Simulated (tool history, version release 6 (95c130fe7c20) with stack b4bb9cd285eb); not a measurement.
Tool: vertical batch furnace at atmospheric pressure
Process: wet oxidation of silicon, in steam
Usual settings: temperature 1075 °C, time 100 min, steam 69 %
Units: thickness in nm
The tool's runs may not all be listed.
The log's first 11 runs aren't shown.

run	hour	temperature	time	steam	wafers since the last listed run	hours since the last temperature calibration	hours since the steam generator was serviced	hours since the gauge calibration	read-back reference wafer on the same gauge, thickness	thickness
12	380.8	1075	64.5	69	203	5044.3	2420.6	33.3	758.42	511.75
13	414.6	1075	64.5	69	315	5078.1	2454.4	67.1	757.75	512.1
14	441.8	1075	64.5	69	253	5105.3	2481.6	94.3	758.38	512.67
15	453.8	1075	100	69	111	5117.3	2493.6	106.3	758.19	651.92
16	487.1	1075	100	69	310	5150.6	2526.9	139.6	758.06	651.5
# hour 544.4: steam generator serviced
17	544.9	1075	100	69	315	5208.4	0.5	197.4	758.2	681.86
18	564.8	1075	64.5	69	185	5228.3	20.4	217.3	758.22	535.18
19	589.2	1075	100	69	227	5252.7	44.8	241.7	758.2	677.21
20	602.6	1064	118.5	69	125	5266.1	58.2	255.1	757.85	712.51
# hour 631: thermocouples replaced and temperature profile calibrated
21	631.5	1055	65	79	45	0.5	87.1	284	757.49	531.01
22	638.5	1050	100	74	65	7.5	94.1	291	758.06	640.13
23	661.3	1075	140	78	212	30.3	116.9	313.8	758	861.32
24	689.6	1065	117	65	264	58.6	145.2	342.1	758.25	685.02
25	716.7	1090	122.5	60	252	85.7	172.3	369.2	757.31	731.92
26	750.1	1099	144	64	311	119.1	205.7	402.6	757.88	847.3
27	772.1	1097	136.5	58	205	141.1	227.7	424.6	758.6	779.23
28	785.6	1075	83	69	125	154.6	241.2	438.1	757.29	604.92
29	813.9	1075	100	69	264	182.9	269.5	466.4	758.35	671.49
30	826.9	1075	76.5	72	121	195.9	282.5	479.4	758.32	593.18
31	847.2	1084	135.5	63	189	216.2	302.8	499.7	757.63	775.59
32	867.7	1075	100	69	191	236.7	323.3	520.2	757.32	667.65
33	901.6	1061	82	65	316	270.6	357.2	554.1	758.29	547.2
34	917.4	1075	84.5	62	147	286.4	373	569.9	758.3	574.17

Forecast each of these 4 alternatives for the next run:
A	923.8	1075	100	79	59	292.8	379.4	576.3	?	?
B	923.8	1060	78	81	59	292.8	379.4	576.3	?	?
C	923.8	1097	64	73	59	292.8	379.4	576.3	?	?
D	923.8	1058	144	73	59	292.8	379.4	576.3	?	?

run	read-back reference wafer on the same gauge, thickness	thickness
A	757.92	716.99
B	757.92	599.91
C	757.92	581.78
D	757.92	787.41
Without the tool's hidden state the same runs would have given:
run	thickness
A	733.63
B	614.21
C	595.29
D	805.79
